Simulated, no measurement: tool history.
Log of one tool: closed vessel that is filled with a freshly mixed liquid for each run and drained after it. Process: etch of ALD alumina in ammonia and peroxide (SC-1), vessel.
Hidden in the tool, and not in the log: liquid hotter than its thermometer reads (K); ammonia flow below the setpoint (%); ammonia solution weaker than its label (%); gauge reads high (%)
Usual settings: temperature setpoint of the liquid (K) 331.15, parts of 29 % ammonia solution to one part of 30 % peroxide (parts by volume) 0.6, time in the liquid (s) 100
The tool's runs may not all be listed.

run	hour	temperature setpoint of the liquid (K)	parts of 29 % ammonia solution to one part of 30 % peroxide (parts by volume)	time in the liquid (s)	wafers since the last listed run	hours since the thermometer was replaced	hours since the ammonia flow meter was replaced	hours since the drum of ammonia solution was connected	hours since the gauge calibration	read-back film thickness of the ALD alumina reference wafer, read on the same gauge (nm)	thickness taken off the ALD alumina on a monitor wafer (nm)
1	0	331.15	0.6	100	0	1125.1	1857.7	917.2	924.3	30.01	10.4
2	21.1	331.15	0.6	100	2269	1146.2	1878.8	938.3	945.4	29.99	10.37
3	42.7	331.15	0.7	100	2323	1167.8	1900.4	959.9	967	30.01	10.56
# hour 46.1: new drum of ammonia solution connected
# hour 54: thermometer replaced
4	64.2	331.15	0.7	100	2097	10.2	1921.9	18.1	988.5	30.03	9.64
5	86.3	331.15	0.7	100	2377	32.3	1944	40.2	1010.6	29.95	9.71
6	116.6	331.15	0.8	100	3259	62.6	1974.3	70.5	1040.9	29.99	9.88
# hour 140.9: gauge calibrated
7	141.5	331.15	0.6	100	2678	87.5	1999.2	95.4	0.6	29.99	9.55
8	159.8	340.15	0.85	70	1968	105.8	2017.5	113.7	18.9	29.99	11.06
9	182.5	331.15	0.45	100	2441	128.5	2040.2	136.4	41.6	30.01	9.2
10	210.9	321.65	0.6	120	3054	156.9	2068.6	164.8	70	30.02	6.93
# hour 225.8: ammonia flow meter replaced
11	237.8	331.15	0.6	100	2785	183.8	12	191.7	96.9	30.02	9.64
12	253.2	336.15	0.5	100	1656	199.2	27.4	207.1	112.3	29.99	12.31
13	272.3	331.15	0.6	100	2054	218.3	46.5	226.2	131.4	30	9.68
14	286.4	331.15	0.6	100	1516	232.4	60.6	240.3	145.5	30.05	9.68
15	302	336.15	0.75	100	1677	248	76.2	255.9	161.1	30.01	12.54
16	402.8	322.15	0.35	130	10842	348.8	177	356.7	261.9	30	7.47
17	425.2	331.15	0.85	60	2409	371.2	199.4	379.1	284.3	29.97	6.1
18	478.7	331.15	0.8	100	5754	424.7	252.9	432.6	337.8	30.01	10.08
19	502.4	331.15	0.6	135	2549	448.4	276.6	456.3	361.5	30	13.5
20	522.3	338.65	0.35	60	2140	468.3	296.5	476.2	381.4	29.98	8.21
21	541	322.65	0.9	45	2011	487	315.2	494.9	400.1	29.99	2.95
22	557.2	331.15	0.85	75	1742	503.2	331.4	511.1	416.3	29.99	7.58
23	586.8	339.65	0.6	100	3183	532.8	361	540.7	445.9	29.99	15.04
24	602.3	331.15	0.85	50	1667	548.3	376.5	556.2	461.4	30.01	5.08
25	625.1	340.65	0.7	100	2452	571.1	399.3	579	484.2	30.03	16.16
26	637.1	339.15	0.5	45	1290	583.1	411.3	591	496.2	29.99	6.59
27	669.6	331.15	0.6	45	3495	615.6	443.8	623.5	528.7	30	4.45
28	685.4	331.15	0.6	100	1699	631.4	459.6	639.3	544.5	30.02	9.9

5 ways to go on from here, each from the tool as it stands after run 28. What would each give?
A	686.1	331.15	0.6	100	75	632.1	460.3	640	545.2	?	?
B	686.1	334.15	0.8	135	75	632.1	460.3	640	545.2	?	?
C	686.1	326.65	0.6	150	75	632.1	460.3	640	545.2	?	?
D	686.1	331.15	0.35	135	75	632.1	460.3	640	545.2	?	?
E	686.1	336.15	0.6	155	75	632.1	460.3	640	545.2	?	?

run	read-back film thickness of the ALD alumina reference wafer, read on the same gauge (nm)	thickness taken off the ALD alumina on a monitor wafer (nm)
A	30	9.92
B	30	16.04
C	30	11.75
D	30	12.72
E	30	19.82
Without the tool's hidden state the same runs would have given:
run	thickness taken off the ALD alumina on a monitor wafer (nm)
A	9.43
B	15.27
C	11.15
D	12.1
E	18.88
